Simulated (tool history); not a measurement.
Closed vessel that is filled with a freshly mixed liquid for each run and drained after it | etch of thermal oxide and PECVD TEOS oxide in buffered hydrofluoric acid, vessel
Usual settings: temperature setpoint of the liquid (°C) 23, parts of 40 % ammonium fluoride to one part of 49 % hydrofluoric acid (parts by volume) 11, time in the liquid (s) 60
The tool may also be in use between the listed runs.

run,hour,temperature setpoint of the liquid (°C),parts of 40 % ammonium fluoride to one part of 49 % hydrofluoric acid (parts by volume),time in the liquid (s),wafers since the last listed run,hours since the thermometer was replaced,hours since the hydrofluoric acid flow meter was replaced,hours since the gauge calibration,"read-back film thickness of the thermal oxide reference wafer, read on the same gauge (nm)","read-back film thickness of the PECVD TEOS oxide reference wafer, read on the same gauge (nm)",thickness taken off the thermal oxide on a monitor wafer (Å),thickness taken off the PECVD TEOS oxide on a monitor wafer (Å)
1,0,26.5,11,60,0,2183.9,252.8,576.3,40.02,130.01,740.1,1413
2,47.8,26.5,11,60,3679,2231.7,300.6,624.1,40.01,130.02,748.5,1411.7
3,88.3,26.5,11,60,3117,2272.2,341.1,664.6,40.01,129.95,747.1,1407.5
4,134.9,23,11,60,3587,2318.8,387.7,711.2,40.02,129.97,615.5,1144.4
5,229.8,23,11,60,7305,2413.7,482.6,806.1,39.99,130.04,616.7,1148.5
6,301,23,11,60,5480,2484.9,553.8,877.3,39.95,130.04,614.3,1165.8
7,343.7,21,8.5,60,3286,2527.6,596.5,920,40.01,130.01,687.9,1298.4
8,398.2,21,8.5,60,4195,2582.1,651,974.5,40.02,129.99,683.3,1291.4
# hour 423.7: thermometer replaced
9,437.1,21,8.5,60,2917,13.4,689.9,1013.4,39.99,130.02,733.9,1374.5
# hour 469.8: gauge calibrated
10,541.8,23,11,60,8059,118.1,794.6,72,40.01,130.03,651.1,1232.1
11,648.7,21,11,45,8229,225,901.5,178.9,40.03,129.97,438,836.1
12,687.9,27,14,90,3017,264.2,940.7,218.1,40.01,129.95,961.4,1806.5
13,777.8,26.5,11,60,6920,354.1,1030.6,308,40.01,130.03,790,1487.7
# hour 818.7: hydrofluoric acid flow meter replaced
14,858.6,23,14.5,60,6142,434.9,39.9,388.8,39.98,130.01,481.5,917.5
15,911.2,23,11,60,4049,487.5,92.5,441.4,39.98,130.04,632.6,1191.4
16,984.6,26.5,14.5,60,5650,560.9,165.9,514.8,39.97,129.97,589.3,1099.9
17,1021,27.5,11,95,2802,597.3,202.3,551.2,39.98,130.03,1280.7,2420.6
18,1086.3,20.5,13,60,5026,662.6,267.6,616.5,39.99,129.95,469.2,883.8

Some steps in thickness taken off the thermal oxide on a monitor wafer (Å) between neighbouring runs. How much of each would the tool show without its hidden state too (settings, what came in, random variation), and how much is left for the hidden state, with any gauge scatter that isn't in both results?
The hidden state here: liquid colder than its thermometer reads (K); hydrofluoric acid flow above the setpoint (%); gauge reads high (%).
Run 8 -> 9: thermometer replaced. thickness taken off the thermal oxide on a monitor wafer (Å) +50.6: hidden state +43.4, all else +7.2.
Run 17 -> 18: temperature setpoint of the liquid (°C) 27.5 -> 20.5, parts of 40 % ammonium fluoride to one part of 49 % hydrofluoric acid (parts by volume) 11 -> 13, time in the liquid (s) 95 -> 60. thickness taken off the thermal oxide on a monitor wafer (Å) -811.5: hidden state +10.1, all else -821.6.

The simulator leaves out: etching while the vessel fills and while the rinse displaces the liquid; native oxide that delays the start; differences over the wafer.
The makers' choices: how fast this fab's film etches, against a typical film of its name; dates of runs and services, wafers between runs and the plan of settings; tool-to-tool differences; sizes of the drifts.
